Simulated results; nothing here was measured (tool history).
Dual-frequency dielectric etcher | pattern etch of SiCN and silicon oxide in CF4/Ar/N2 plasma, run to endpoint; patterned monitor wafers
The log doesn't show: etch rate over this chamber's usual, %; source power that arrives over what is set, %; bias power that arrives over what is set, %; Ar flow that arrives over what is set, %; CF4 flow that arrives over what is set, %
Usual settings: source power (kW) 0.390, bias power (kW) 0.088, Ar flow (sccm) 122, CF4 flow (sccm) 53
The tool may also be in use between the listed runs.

run   hour  source power (kW)  bias power (kW)  Ar flow (sccm)  CF4 flow (sccm)  wafers since the last listed run  hours since the last wet clean  hours since the last source power generator calibration  hours since the last bias power generator calibration  hours since the last Ar flow controller change  hours since the last CF4 flow controller change  hours since the last upper electrode change  incoming incoming film thickness, nm  endpoint time (s)
  1    0.0              0.390            0.088             102               47                                 0                           298.9                                                   4319.3                                                 4076.6                                          1462.4                                           3736.8                                       2312.6                                 14.59               17.6
  2   33.6              0.390            0.080             122               53                               587                           332.5                                                   4352.9                                                 4110.2                                          1496.0                                           3770.4                                       2346.2                                 14.54               18.3
  3   99.0              0.390            0.080             122               53                              1144                           397.9                                                   4418.3                                                 4175.6                                          1561.4                                           3835.8                                       2411.6                                 14.64               18.5
  4  124.1              0.390            0.088             122               53                               439                           423.0                                                   4443.4                                                 4200.7                                          1586.5                                           3860.9                                       2436.7                                 14.69               17.8
  5  140.5              0.390            0.088             122               53                               286                           439.4                                                   4459.8                                                 4217.1                                          1602.9                                           3877.3                                       2453.1                                 14.43               17.4
     150.2  -- Ar flow controller replaced
     170.1  -- wet clean of the chamber
  6  173.8              0.390            0.088             122               53                               129                             3.7                                                   4493.1                                                 4250.4                                            23.6                                           3910.6                                       2486.4                                 14.58               18.5
  7  187.3              0.390            0.072             122               53                               236                            17.2                                                   4506.6                                                 4263.9                                            37.1                                           3924.1                                       2499.9                                 14.61               19.8
  8  219.7              0.390            0.072             122               53                               566                            49.6                                                   4539.0                                                 4296.3                                            69.5                                           3956.5                                       2532.3                                 14.52               19.4
     239.4  -- CF4 flow controller replaced
  9  239.9              0.390            0.072             122               53                               248                            69.8                                                   4559.2                                                 4316.5                                            89.7                                              0.5                                       2552.5                                 14.50               19.6
 10  259.7              0.360            0.088             122               41                               346                            89.6                                                   4579.0                                                 4336.3                                           109.5                                             20.3                                       2572.3                                 14.46               20.6
 11  272.1              0.390            0.080             122               53                               216                           102.0                                                   4591.4                                                 4348.7                                           121.9                                             32.7                                       2584.7                                 14.56               18.8
 12  307.7              0.430            0.082             122               53                               622                           137.6                                                   4627.0                                                 4384.3                                           157.5                                             68.3                                       2620.3                                 14.71               17.8
     335.0  -- upper electrode replaced
 13  335.5              0.310            0.088             138               53                                66                           165.4                                                   4654.8                                                 4412.1                                           185.3                                             96.1                                          0.5                                 14.56               22.2
 14  350.4              0.390            0.070             143               44                               260                           180.3                                                   4669.7                                                 4427.0                                           200.2                                            111.0                                         15.4                                 14.63               20.9
 15  369.2              0.390            0.099             122               47                               328                           199.1                                                   4688.5                                                 4445.8                                           219.0                                            129.8                                         34.2                                 14.74               18.1
     396.6  -- source power generator calibrated
     400.6  -- bias power generator calibrated
 16  403.4              0.390            0.088             113               65                               458                           233.3                                                      6.8                                                    2.8                                           253.2                                            164.0                                         68.4                                 14.54               17.1
 17  419.0              0.390            0.088             122               53                               272                           248.9                                                     22.4                                                   18.4                                           268.8                                            179.6                                         84.0                                 14.51               18.2
 18  448.7              0.360            0.088             122               53                               519                           278.6                                                     52.1                                                   48.1                                           298.5                                            209.3                                        113.7                                 14.62               19.3
 19  475.6              0.390            0.088             122               53                               470                           305.5                                                     79.0                                                   75.0                                           325.4                                            236.2                                        140.6                                 14.58               18.1
 20  498.0              0.330            0.088             102               49                               391                           327.9                                                    101.4                                                   97.4                                           347.8                                            258.6                                        163.0                                 14.70               20.2
 21  523.9              0.340            0.095             122               53                               453                           353.8                                                    127.3                                                  123.3                                           373.7                                            284.5                                        188.9                                 14.63               19.4
 22  538.6              0.360            0.088             122               41                               257                           368.5                                                    142.0                                                  138.0                                           388.4                                            299.2                                        203.6                                 14.54               20.0
 23  573.4              0.390            0.088             122               53                               608                           403.3                                                    176.8                                                  172.8                                           423.2                                            334.0                                        238.4                                 14.45               17.6

Forecast each of these 5 alternatives for the next run:
  A  573.8              0.390            0.079             122               53                                 6                           403.7                                                    177.2                                                  173.2                                           423.6                                            334.4                                        238.8                                 14.60                  ?
  B  573.8              0.390            0.103             122               40                                 6                           403.7                                                    177.2                                                  173.2                                           423.6                                            334.4                                        238.8                                 14.60                  ?
  C  573.8              0.340            0.071             147               53                                 6                           403.7                                                    177.2                                                  173.2                                           423.6                                            334.4                                        238.8                                 14.60                  ?
  D  573.8              0.470            0.069             145               61                                 6                           403.7                                                    177.2                                                  173.2                                           423.6                                            334.4                                        238.8                                 14.60                  ?
  E  573.8              0.450            0.095             104               50                                 6                           403.7                                                    177.2                                                  173.2                                           423.6                                            334.4                                        238.8                                 14.60                  ?

run  endpoint time (s)
  A               18.7
  B               18.0
  C               22.2
  D               16.9
  E               15.4
Without the tool's hidden state the same runs would have given:
run  endpoint time (s)
  A               19.3
  B               18.7
  C               23.0
  D               17.5
  E               16.0
